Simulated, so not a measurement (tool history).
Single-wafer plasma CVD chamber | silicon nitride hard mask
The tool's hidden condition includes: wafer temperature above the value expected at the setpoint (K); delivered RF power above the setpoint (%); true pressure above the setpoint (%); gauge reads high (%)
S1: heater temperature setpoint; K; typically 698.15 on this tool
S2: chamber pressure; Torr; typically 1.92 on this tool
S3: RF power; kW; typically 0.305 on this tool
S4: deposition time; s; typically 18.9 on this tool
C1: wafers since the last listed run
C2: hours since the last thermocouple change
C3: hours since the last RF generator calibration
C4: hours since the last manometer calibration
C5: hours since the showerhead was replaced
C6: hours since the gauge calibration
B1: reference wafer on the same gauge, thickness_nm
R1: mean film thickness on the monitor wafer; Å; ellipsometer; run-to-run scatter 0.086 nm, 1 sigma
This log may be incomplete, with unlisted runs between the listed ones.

run,hour,S1,S2,S3,S4,C1,C2,C3,C4,C5,C6,B1,R1
1,0.0,707.15,1.92,0.305,18.9,0,2229.2,95.9,257.6,2460.6,1164.6,21.713,218.52
2,40.8,698.15,1.92,0.305,18.9,1723,2270.0,136.7,298.4,2501.4,1205.4,21.686,216.02
3,136.9,698.15,2.11,0.305,20.9,4058,2366.1,232.8,394.5,2597.5,1301.5,21.706,245.35
4,209.7,698.15,1.92,0.305,18.9,3074,2438.9,305.6,467.3,2670.3,1374.3,21.708,216.49
5,292.7,698.15,2.25,0.305,18.9,3505,2521.9,388.6,550.3,2753.3,1457.3,21.703,223.42
6,352.1,698.15,1.92,0.285,18.9,2508,2581.3,448.0,609.7,2812.7,1516.7,21.710,207.94
7,411.1,698.15,1.92,0.340,18.9,2491,2640.3,507.0,668.7,2871.7,1575.7,21.698,233.37
8,475.8,698.15,1.92,0.265,17.7,2732,2705.0,571.7,733.4,2936.4,1640.4,21.712,187.07
# hour 540.4: thermocouple changed; heater temperature recalibrated
9,550.7,698.15,1.71,0.305,20.1,2825,10.3,646.6,808.3,3011.3,1715.3,21.709,225.90
10,648.5,698.15,1.92,0.340,16.4,4130,108.1,744.4,906.1,3109.1,1813.1,21.682,201.44
11,716.9,698.15,1.92,0.325,20.6,2888,176.5,812.8,974.5,3177.5,1881.5,21.732,246.17
12,812.3,698.15,1.92,0.305,18.9,4029,271.9,908.2,1069.9,3272.9,1976.9,21.718,216.39
13,862.7,698.15,1.92,0.250,17.6,2128,322.3,958.6,1120.3,3323.3,2027.3,21.701,179.60
# hour 894.1: showerhead replaced
14,913.1,704.15,1.71,0.305,22.5,1790,372.7,1009.0,1170.7,19.0,2077.7,21.705,251.52
15,1014.9,698.15,1.92,0.305,18.9,4299,474.5,1110.8,1272.5,120.8,2179.5,21.702,217.51
# hour 1050.4: gauge calibrated
16,1104.6,698.15,1.66,0.305,17.7,3788,564.2,1200.5,1362.2,210.5,54.2,21.696,196.45
17,1167.8,684.15,1.78,0.270,18.9,2669,627.4,1263.7,1425.4,273.7,117.4,21.694,200.08
18,1264.6,683.15,1.52,0.305,16.2,4088,724.2,1360.5,1522.2,370.5,214.2,21.686,178.50

Run 19 comes next. What will it give?
# hour 1281.1: capacitance manometer re-zeroed and calibrated
19,1307.3,693.15,1.80,0.305,17.1,1465,766.9,1403.2,26.2,413.2,256.9,?,?

{"run 19": {"B1": 21.703, "R1": 195.46}}
With the hidden condition absent and the run-to-run variation left alone, this run would have shown R1 195.46 Å.
